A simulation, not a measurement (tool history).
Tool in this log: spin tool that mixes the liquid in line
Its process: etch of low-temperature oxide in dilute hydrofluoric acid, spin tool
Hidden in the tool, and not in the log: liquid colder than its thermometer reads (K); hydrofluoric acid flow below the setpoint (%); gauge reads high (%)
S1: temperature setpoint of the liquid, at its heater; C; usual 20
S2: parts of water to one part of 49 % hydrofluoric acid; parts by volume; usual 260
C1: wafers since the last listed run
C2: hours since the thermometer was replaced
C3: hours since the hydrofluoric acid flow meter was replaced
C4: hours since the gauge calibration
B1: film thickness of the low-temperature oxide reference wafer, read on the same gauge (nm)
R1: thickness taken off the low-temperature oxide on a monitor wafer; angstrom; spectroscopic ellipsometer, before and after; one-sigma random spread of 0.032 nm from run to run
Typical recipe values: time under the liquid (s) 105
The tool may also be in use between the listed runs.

Run 1, hour 0: usual settings but time under the liquid (s) 125; C1 0; C2 1320.3; C3 1325.2; C4 472.2; B1 30. Result: R1 52.88 angstrom.
Run 2, hour 35.1: usual settings but time under the liquid (s) 125; C1 275; C2 1355.4; C3 1360.3; C4 507.3; B1 30. Result: R1 53.43 angstrom.
Run 3, hour 64.1: usual settings; C1 227; C2 1384.4; C3 1389.3; C4 536.3; B1 30.002. Result: R1 44.75 angstrom.
Run 4, hour 87.2: usual settings but S2 365 parts by volume; C1 181; C2 1407.5; C3 1412.4; C4 559.4; B1 30.003. Result: R1 29.09 angstrom.
Run 5, hour 156.2: usual settings but S2 365 parts by volume; C1 541; C2 1476.5; C3 1481.4; C4 628.4; B1 30.01. Result: R1 29.17 angstrom.
Run 6, hour 184.6: usual settings; C1 222; C2 1504.9; C3 1509.8; C4 656.8; B1 29.994. Result: R1 44.2 angstrom.
Run 7, hour 231.8: usual settings; C1 370; C2 1552.1; C3 1557; C4 704; B1 30.003. Result: R1 44.21 angstrom.
Run 8, hour 259.3: usual settings; C1 215; C2 1579.6; C3 1584.5; C4 731.5; B1 30.005. Result: R1 43.96 angstrom.
Run 9, hour 280.9: usual settings but S2 165 parts by volume; C1 169; C2 1601.2; C3 1606.1; C4 753.1; B1 30.002. Result: R1 76.13 angstrom.
Run 10, hour 299.7: usual settings; C1 147; C2 1620; C3 1624.9; C4 771.9; B1 30.017. Result: R1 44.01 angstrom.
Run 11, hour 323.2: usual settings; C1 184; C2 1643.5; C3 1648.4; C4 795.4; B1 29.996. Result: R1 43.49 angstrom.
At hour 346.3: thermometer replaced.
Run 12, hour 356: usual settings; C1 249; C2 9.7; C3 1681.2; C4 828.2; B1 29.99. Result: R1 47.48 angstrom.
Run 13, hour 374.6: usual settings; C1 145; C2 28.3; C3 1699.8; C4 846.8; B1 29.974. Result: R1 47.52 angstrom.
At hour 382: gauge calibrated.
Run 14, hour 393.8: usual settings; C1 150; C2 47.5; C3 1719; C4 11.8; B1 30.014. Result: R1 47.79 angstrom.
Run 15, hour 418: usual settings; C1 189; C2 71.7; C3 1743.2; C4 36; B1 30. Result: R1 47 angstrom.
Run 16, hour 434.5: usual settings; C1 129; C2 88.2; C3 1759.7; C4 52.5; B1 29.978. Result: R1 47.66 angstrom.
Run 17, hour 475.6: usual settings but time under the liquid (s) 165; C1 322; C2 129.3; C3 1800.8; C4 93.6; B1 29.986. Result: R1 75.6 angstrom.
Run 18, hour 490.7: usual settings but S2 210 parts by volume, time under the liquid (s) 55; C1 118; C2 144.4; C3 1815.9; C4 108.7; B1 29.987. Result: R1 32.39 angstrom.
Run 19, hour 518.8: usual settings but S2 365 parts by volume; C1 220; C2 172.5; C3 1844; C4 136.8; B1 29.989. Result: R1 30.47 angstrom.
Run 20, hour 541.3: usual settings; C1 176; C2 195; C3 1866.5; C4 159.3; B1 30.031. Result: R1 47.26 angstrom.
Run 21, hour 565.1: usual settings but time under the liquid (s) 140; C1 186; C2 218.8; C3 1890.3; C4 183.1; B1 29.997. Result: R1 62.38 angstrom.
At hour 628.7: hydrofluoric acid flow meter replaced.
Run 22, hour 644.6: usual settings but S1 17 C, S2 180 parts by volume, time under the liquid (s) 160; C1 615; C2 298.3; C3 15.9; C4 262.6; B1 29.993. Result: R1 98.63 angstrom.
Run 23, hour 677.4: usual settings but S2 210 parts by volume, time under the liquid (s) 80; C1 257; C2 331.1; C3 48.7; C4 295.4; B1 30.01. Result: R1 46.39 angstrom.
Run 24, hour 765.3: usual settings but S1 23 C, S2 385 parts by volume; C1 689; C2 419; C3 136.6; C4 383.3; B1 29.993. Result: R1 31.5 angstrom.
Run 25, hour 779.6: usual settings; C1 112; C2 433.3; C3 150.9; C4 397.6; B1 30.028. Result: R1 47.07 angstrom.
Run 26, hour 812.8: usual settings; C1 260; C2 466.5; C3 184.1; C4 430.8; B1 29.98. Result: R1 47.13 angstrom.
Run 27, hour 827.3: usual settings but S1 22.5 C, time under the liquid (s) 150; C1 113; C2 481; C3 198.6; C4 445.3; B1 29.998. Result: R1 73.59 angstrom.
Run 28, hour 851.5: usual settings but time under the liquid (s) 140; C1 189; C2 505.2; C3 222.8; C4 469.5; B1 30. Result: R1 62.25 angstrom.
Run 29, hour 883.1: usual settings but S1 17 C, S2 215 parts by volume; C1 247; C2 536.8; C3 254.4; C4 501.1; B1 30.016. Result: R1 51.69 angstrom.
Run 30, hour 911.4: usual settings but S1 17 C, S2 375 parts by volume, time under the liquid (s) 170; C1 222; C2 565.1; C3 282.7; C4 529.4; B1 30.018. Result: R1 42.25 angstrom.
Run 31, hour 934.9: usual settings but S2 330 parts by volume, time under the liquid (s) 120; C1 184; C2 588.6; C3 306.2; C4 552.9; B1 29.994. Result: R1 39.13 angstrom.

Difference, measured minus no-hidden-state, one row per run. Run-to-run variation is common to both terms; the gauge's own scatter need not be:
run     R1
  1  -3.37
  2  -3.47
  3  -2.96
  4  -1.85
  5  -1.93
  6  -3.16
  7  -3.25
  8  -3.29
  9  -6.08
 10  -3.36
 11  -3.36
 12  -0.15
 13  -0.16
 14   -0.2
 15  -0.25
 16  -0.28
 17  -0.56
 18  -0.27
 19  -0.27
 20  -0.48
 21  -0.68
 22  -1.53
 23  -0.74
 24  -0.54
 25  -0.93
 26  -0.98
 27  -1.54
 28  -1.39
 29  -1.29
 30  -1.02
 31  -0.98
